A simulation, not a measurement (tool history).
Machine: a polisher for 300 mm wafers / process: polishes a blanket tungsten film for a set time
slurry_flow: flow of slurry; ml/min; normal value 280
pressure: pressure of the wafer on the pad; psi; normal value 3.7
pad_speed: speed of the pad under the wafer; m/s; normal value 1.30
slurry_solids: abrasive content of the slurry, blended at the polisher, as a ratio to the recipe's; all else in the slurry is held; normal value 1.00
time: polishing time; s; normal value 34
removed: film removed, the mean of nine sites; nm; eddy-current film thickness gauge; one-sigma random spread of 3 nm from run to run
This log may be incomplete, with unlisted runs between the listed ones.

| run | hour | slurry_flow | pressure | pad_speed | slurry_solids | time | incoming thickness of the incoming film, nm | removed |
|---|---|---|---|---|---|---|---|---|
| 1 | 0.0 | 325 | 3.7 | 1.04 | 1.00 | 34 | 1240.8 | 201.8 |
|  | 14.0 | worn pad replaced by a new one, of another model than before |
| 2 | 31.1 | 325 | 3.7 | 1.04 | 1.00 | 34 | 1224.6 | 200.4 |
| 3 | 46.8 | 325 | 3.7 | 1.04 | 1.00 | 34 | 1219.6 | 206.6 |
| 4 | 72.8 | 280 | 3.7 | 1.30 | 1.00 | 34 | 1244.1 | 240.9 |
| 5 | 91.5 | 280 | 3.7 | 1.30 | 1.00 | 34 | 1222.0 | 242.5 |
| 6 | 106.1 | 280 | 3.3 | 1.30 | 1.00 | 38 | 1214.4 | 248.5 |
| 7 | 131.9 | 280 | 3.3 | 1.30 | 1.00 | 38 | 1230.8 | 247.9 |
|  | 147.2 | head pressure recalibrated |
| 8 | 155.6 | 280 | 3.7 | 1.30 | 1.00 | 34 | 1215.6 | 228.1 |
|  | 161.4 | slurry tank refilled with fresh slurry and peroxide |
|  | 162.1 | slurry blender recalibrated |
| 9 | 167.7 | 280 | 3.7 | 1.30 | 1.00 | 34 | 1231.1 | 229.7 |
|  | 184.9 | worn pad replaced by a new one |
| 10 | 189.2 | 330 | 3.0 | 1.00 | 1.00 | 44 | 1217.0 | 216.3 |
| 11 | 224.6 | 280 | 3.7 | 1.30 | 1.00 | 34 | 1232.8 | 237.7 |
| 12 | 260.4 | 280 | 3.7 | 1.30 | 1.00 | 34 | 1212.3 | 229.9 |
| 13 | 285.5 | 370 | 2.6 | 1.30 | 1.00 | 34 | 1214.2 | 201.5 |
|  | 298.0 | slurry nozzle cleaned |
|  | 315.0 | slurry blender recalibrated |
| 14 | 315.5 | 335 | 4.7 | 1.30 | 1.00 | 34 | 1224.1 | 277.7 |
|  | 326.2 | slurry tank refilled with fresh slurry and peroxide |
| 15 | 334.2 | 210 | 3.1 | 1.54 | 1.00 | 42 | 1225.1 | 298.2 |
|  | 347.6 | worn pad replaced by a new one |
| 16 | 361.1 | 280 | 3.1 | 1.10 | 0.85 | 34 | 1246.5 | 185.3 |
| 17 | 387.5 | 280 | 2.8 | 1.02 | 1.20 | 34 | 1214.7 | 177.9 |
| 18 | 416.3 | 280 | 4.6 | 1.30 | 1.00 | 34 | 1224.3 | 269.5 |
| 19 | 446.2 | 280 | 3.7 | 1.30 | 1.00 | 34 | 1235.3 | 239.0 |
|  | 468.8 | slurry tank refilled with fresh slurry and peroxide |
| 20 | 469.3 | 280 | 3.7 | 1.30 | 1.00 | 34 | 1243.6 | 238.5 |
|  | 479.1 | slurry blender recalibrated |
| 21 | 485.0 | 280 | 3.3 | 1.30 | 1.00 | 38 | 1220.9 | 251.2 |
|  | 502.5 | worn pad replaced by a new one |
| 22 | 510.0 | 280 | 3.3 | 1.30 | 1.00 | 38 | 1225.3 | 251.7 |
| 23 | 530.3 | 280 | 3.2 | 1.30 | 0.90 | 34 | 1211.2 | 213.2 |
| 24 | 543.7 | 255 | 3.7 | 1.30 | 0.80 | 27 | 1233.4 | 179.9 |
| 25 | 613.1 | 370 | 3.7 | 1.30 | 0.85 | 24 | 1246.3 | 163.4 |
|  | 632.9 | slurry tank refilled with fresh slurry and peroxide |
| 26 | 635.7 | 215 | 4.1 | 1.30 | 1.25 | 28 | 1243.2 | 216.8 |

Consider 4 possible next runs. They are alternatives, not a sequence: every one starts from the tool as it was left by run 26. What does each give?
| A | 636.1 | 280 | 3.7 | 1.30 | 1.00 | 34 | 1237.4 | ? |
| B | 636.1 | 280 | 4.9 | 0.92 | 1.00 | 34 | 1237.4 | ? |
| C | 636.1 | 280 | 3.7 | 1.56 | 1.00 | 34 | 1237.4 | ? |
| D | 636.1 | 365 | 3.2 | 1.30 | 1.00 | 38 | 1237.4 | ? |

| run | removed |
|---|---|
| A | 237.9 |
| B | 219.6 |
| C | 273.8 |
| D | 250.0 |
Stripped of hidden state, with their random variation kept, the same runs would have yielded:
| run | removed |
|---|---|
| A | 221.5 |
| B | 204.4 |
| C | 254.8 |
| D | 232.8 |

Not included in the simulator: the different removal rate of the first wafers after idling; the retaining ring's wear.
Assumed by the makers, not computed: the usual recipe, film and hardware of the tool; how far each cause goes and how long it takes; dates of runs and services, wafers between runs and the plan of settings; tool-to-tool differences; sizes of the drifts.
